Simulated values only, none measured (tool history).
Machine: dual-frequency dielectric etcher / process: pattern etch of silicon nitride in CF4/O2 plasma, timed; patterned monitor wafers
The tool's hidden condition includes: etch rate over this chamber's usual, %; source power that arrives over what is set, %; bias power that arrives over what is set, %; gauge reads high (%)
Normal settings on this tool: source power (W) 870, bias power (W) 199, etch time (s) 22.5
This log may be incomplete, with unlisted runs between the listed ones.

run,hour,source power (W),bias power (W),etch time (s),wafers since the last listed run,hours since the last wet clean,hours since the last source power generator calibration,hours since the last bias power generator calibration,hours since the last upper electrode change,hours since the gauge calibration,"read-back reference wafer on the same gauge, depth_nm",mean etch depth across the wafer (angstrom)
1,0.0,870,199,22.5,0,497.2,3608.4,4432.7,2357.4,97.9,68.3,775
2,13.8,870,199,22.5,152,511.0,3622.2,4446.5,2371.2,111.7,68.4,777
3,21.2,1020,199,22.5,81,518.4,3629.6,4453.9,2378.6,119.1,68.3,898
4,31.3,1020,199,22.5,111,528.5,3639.7,4464.0,2388.7,129.2,68.3,899
5,42.5,1020,199,22.5,123,539.7,3650.9,4475.2,2399.9,140.4,68.3,900
6,71.8,870,199,22.5,323,569.0,3680.2,4504.5,2429.2,169.7,68.2,777
7,89.2,870,199,22.5,192,586.4,3697.6,4521.9,2446.6,187.1,68.3,779
8,106.4,870,199,22.5,189,603.6,3714.8,4539.1,2463.8,204.3,68.3,777
9,112.7,870,234,22.5,69,609.9,3721.1,4545.4,2470.1,210.6,68.3,812
10,119.4,870,199,25.5,73,616.6,3727.8,4552.1,2476.8,217.3,68.3,885
# hour 123.5: source power generator calibrated
# hour 125.1: gauge calibrated
# hour 128.7: bias power generator calibrated
11,135.8,870,199,25.5,92,633.0,12.3,7.1,2493.2,10.7,68.3,888
12,146.8,870,199,22.5,121,644.0,23.3,18.1,2504.2,21.7,68.3,781
13,158.7,1040,239,25.0,131,655.9,35.2,30.0,2516.1,33.6,68.3,1078
# hour 188.9: upper electrode replaced
# hour 200.0: wet clean of the chamber
14,200.5,970,225,28.0,74,0.5,77.0,71.8,11.6,75.4,68.2,1051
15,200.8,870,199,19.5,3,0.8,77.3,72.1,11.9,75.7,68.3,643
16,201.1,870,199,22.5,3,1.1,77.6,72.4,12.2,76.0,68.3,743
17,208.3,870,169,22.5,79,8.3,84.8,79.6,19.4,83.2,68.3,716
18,221.9,870,159,28.5,150,21.9,98.4,93.2,33.0,96.8,68.3,893
19,230.6,870,175,28.0,96,30.6,107.1,101.9,41.7,105.5,68.3,895
20,247.3,870,199,22.5,184,47.3,123.8,118.6,58.4,122.2,68.3,745
21,254.1,870,212,20.5,75,54.1,130.6,125.4,65.2,129.0,68.2,689
22,267.2,1040,199,22.5,144,67.2,143.7,138.5,78.3,142.1,68.3,881

What if the next run were any one of these 4? Each begins from the tool's condition after run 22:
A,267.6,870,151,22.5,4,67.6,144.1,138.9,78.7,142.5,?,?
B,267.6,650,199,16.5,4,67.6,144.1,138.9,78.7,142.5,?,?
C,267.6,700,175,29.5,4,67.6,144.1,138.9,78.7,142.5,?,?
D,267.6,870,178,17.0,4,67.6,144.1,138.9,78.7,142.5,?,?

run,"read-back reference wafer on the same gauge, depth_nm",mean etch depth across the wafer (angstrom)
A,68.3,698
B,68.3,413
C,68.3,769
D,68.3,547
What these runs would have given with no unlogged condition in the tool:
run,mean etch depth across the wafer (angstrom)
A,696
B,412
C,767
D,546
